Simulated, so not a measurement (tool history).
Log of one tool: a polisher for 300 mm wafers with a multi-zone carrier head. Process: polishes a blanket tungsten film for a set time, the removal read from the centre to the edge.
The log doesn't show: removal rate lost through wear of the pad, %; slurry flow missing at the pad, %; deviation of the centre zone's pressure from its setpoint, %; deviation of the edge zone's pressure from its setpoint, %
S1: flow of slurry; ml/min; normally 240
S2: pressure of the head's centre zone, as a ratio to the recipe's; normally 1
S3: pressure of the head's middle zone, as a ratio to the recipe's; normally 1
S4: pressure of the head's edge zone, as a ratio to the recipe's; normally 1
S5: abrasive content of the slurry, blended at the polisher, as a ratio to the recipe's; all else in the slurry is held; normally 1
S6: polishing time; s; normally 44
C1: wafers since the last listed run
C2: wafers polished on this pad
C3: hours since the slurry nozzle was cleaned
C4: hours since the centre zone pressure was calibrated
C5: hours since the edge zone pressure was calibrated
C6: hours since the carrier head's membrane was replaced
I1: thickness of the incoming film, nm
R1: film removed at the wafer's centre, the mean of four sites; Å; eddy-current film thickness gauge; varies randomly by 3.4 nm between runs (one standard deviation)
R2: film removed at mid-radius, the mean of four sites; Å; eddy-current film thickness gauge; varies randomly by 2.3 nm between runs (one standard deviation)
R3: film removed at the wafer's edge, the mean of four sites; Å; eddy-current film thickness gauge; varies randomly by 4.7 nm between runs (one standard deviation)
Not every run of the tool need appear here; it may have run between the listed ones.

run	day	S1	S2	S3	S4	S5	S6	C1	C2	C3	C4	C5	C6	I1	R1	R2	R3
1	0	240	1	1.03	1	1	44	0	39	377.6	272.8	1409.7	1078.3	856	3773	3680	3488
2	0.454	285	1	1	1	1	44	139	178	388.5	283.7	1420.6	1089.2	831.1	3899	3678	3553
3	0.883	240	1	1	1	0.85	44	131	310	398.8	294	1430.9	1099.5	841.1	3753	3448	3409
# day 1.196: edge zone pressure recalibrated
4	1.471	240	1	1	1	1	44	154	464	412.9	308.1	6.6	1113.6	851.2	3797	3631	3531
5	2.025	240	1	1	1.1	1	44	169	634	426.2	321.4	19.9	1126.9	839.3	3798	3636	3693
6	2.45	240	1	1	1	1	36	130	764	436.4	331.6	30.1	1137.1	852.2	3137	2960	2909
7	2.721	195	1	1	0.92	1	29	82	847	442.9	338.1	36.6	1143.6	848	2469	2327	2207
8	3.196	240	1	0.88	1	0.85	34	145	993	454.3	349.5	48	1155	849.5	2841	2454	2612
9	3.492	185	1	1	1.05	1	44	90	1083	461.4	356.6	55.1	1162.1	850	3664	3503	3507
# day 3.683: worn pad replaced by a new one
# day 3.867: carrier head's membrane replaced by a new one, of another model than before
10	4.438	285	1	1	1	1	44	182	175	484.1	379.3	77.8	13.7	847.9	4050	3667	3557
# day 5.042: centre zone pressure recalibrated
11	5.554	240	1	1	0.91	1	44	316	491	510.9	12.3	104.6	40.5	851.9	3661	3599	3334
# day 5.917: slurry nozzle cleaned
12	6.117	270	0.89	1	1	1	44	159	651	4.8	25.8	118.1	54	834.5	3025	3705	3543
13	6.858	295	1	1.04	1	0.75	44	227	878	22.6	43.6	135.9	71.8	835.4	3581	3602	3415
14	7.262	170	0.91	0.89	1	1	44	123	1002	32.3	53.3	145.6	81.5	846.7	3015	3036	3453
# day 7.583: worn pad replaced by a new one
15	7.783	240	1	1	1	1	44	108	61	44.8	65.8	158.1	94	854.7	3752	3683	3506
16	8.192	240	1	0.91	1	1	44	125	186	54.6	75.6	167.9	103.8	857.5	3801	3280	3526
17	8.646	240	1	1	1	1	44	139	325	65.5	86.5	178.8	114.7	859.3	3790	3609	3571

Run 18 is up next; what results do you expect?
18	9.262	295	1.06	1	1	1	35	188	514	80.3	101.3	193.6	129.5	856.5	?	?	?

For run 18 the tool returned R1 3456 Å, R2 2942 Å, R3 2781 Å.
With the hidden condition absent and the run-to-run variation left alone, this run would have shown R1 3301 Å, R2 2942 Å, R3 2781 Å.

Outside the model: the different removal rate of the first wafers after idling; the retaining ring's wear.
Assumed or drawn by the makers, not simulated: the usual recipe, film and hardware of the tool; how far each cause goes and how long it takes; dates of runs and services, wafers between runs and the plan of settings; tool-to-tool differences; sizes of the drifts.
